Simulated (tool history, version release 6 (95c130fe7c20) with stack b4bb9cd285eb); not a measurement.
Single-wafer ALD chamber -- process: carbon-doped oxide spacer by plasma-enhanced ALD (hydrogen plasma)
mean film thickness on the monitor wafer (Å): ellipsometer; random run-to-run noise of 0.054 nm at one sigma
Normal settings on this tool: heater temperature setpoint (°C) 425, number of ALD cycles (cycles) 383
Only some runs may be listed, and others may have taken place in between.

run,day,heater temperature setpoint (°C),number of ALD cycles (cycles),wafers since the last listed run,hours since the last thermocouple change,hours since the gauge calibration,"read-back reference wafer on the same gauge, thickness_nm",mean film thickness on the monitor wafer (Å)
1,0.000,432,383,0,584.9,1081.3,18.012,180.33
2,2.258,432,383,38,639.1,1135.5,17.994,180.51
3,5.096,425,383,47,707.2,1203.6,17.999,183.97
4,9.529,425,383,74,813.6,1310.0,17.998,183.85
5,11.225,425,383,28,854.3,1350.7,17.999,185.22
6,13.846,425,383,44,917.2,1413.6,18.009,184.86
7,16.121,425,383,38,971.8,1468.2,17.995,185.27
8,19.800,425,383,61,1060.1,1556.5,17.987,184.73
9,23.000,425,383,53,1136.9,1633.3,18.006,185.66
10,25.992,425,383,50,1208.7,1705.1,17.983,186.23
11,27.604,425,383,27,1247.4,1743.8,17.996,185.26
12,29.208,425,334,27,1285.9,1782.3,18.002,161.49
13,33.342,425,340,69,1385.1,1881.5,18.006,165.90
14,35.117,425,340,29,1427.7,1924.1,17.999,163.90
# day 36.900: thermocouple changed; heater temperature recalibrated
15,39.025,425,383,60,51.0,2017.9,17.990,182.22
16,42.296,436,333,55,129.5,2096.4,18.003,153.40
# day 42.833: gauge calibrated
17,46.308,425,383,67,225.8,83.4,18.000,183.46
18,48.679,418,424,39,282.7,140.3,18.003,206.15
19,52.942,425,383,71,385.0,242.6,17.988,183.28
20,56.838,411,383,65,478.5,336.1,17.993,190.43
21,60.875,439,346,67,575.4,433.0,18.005,158.63
22,65.146,413,353,71,677.9,535.5,18.003,174.16
23,67.954,425,340,47,745.3,602.9,17.998,162.44
24,70.367,430,308,40,803.2,660.8,18.006,145.88
25,74.575,421,313,70,904.2,761.8,18.001,151.70
26,76.546,419,427,33,951.5,809.1,18.002,209.20

Expected results for the next run?
27,80.738,425,410,70,1052.1,909.7,?,?

read-back reference wafer on the same gauge, thickness_nm: 18.002
mean film thickness on the monitor wafer (Å): 197.15
Were there no unlogged condition in the tool, this run, its random variation unchanged, would have produced mean film thickness on the monitor wafer (Å) 195.18.

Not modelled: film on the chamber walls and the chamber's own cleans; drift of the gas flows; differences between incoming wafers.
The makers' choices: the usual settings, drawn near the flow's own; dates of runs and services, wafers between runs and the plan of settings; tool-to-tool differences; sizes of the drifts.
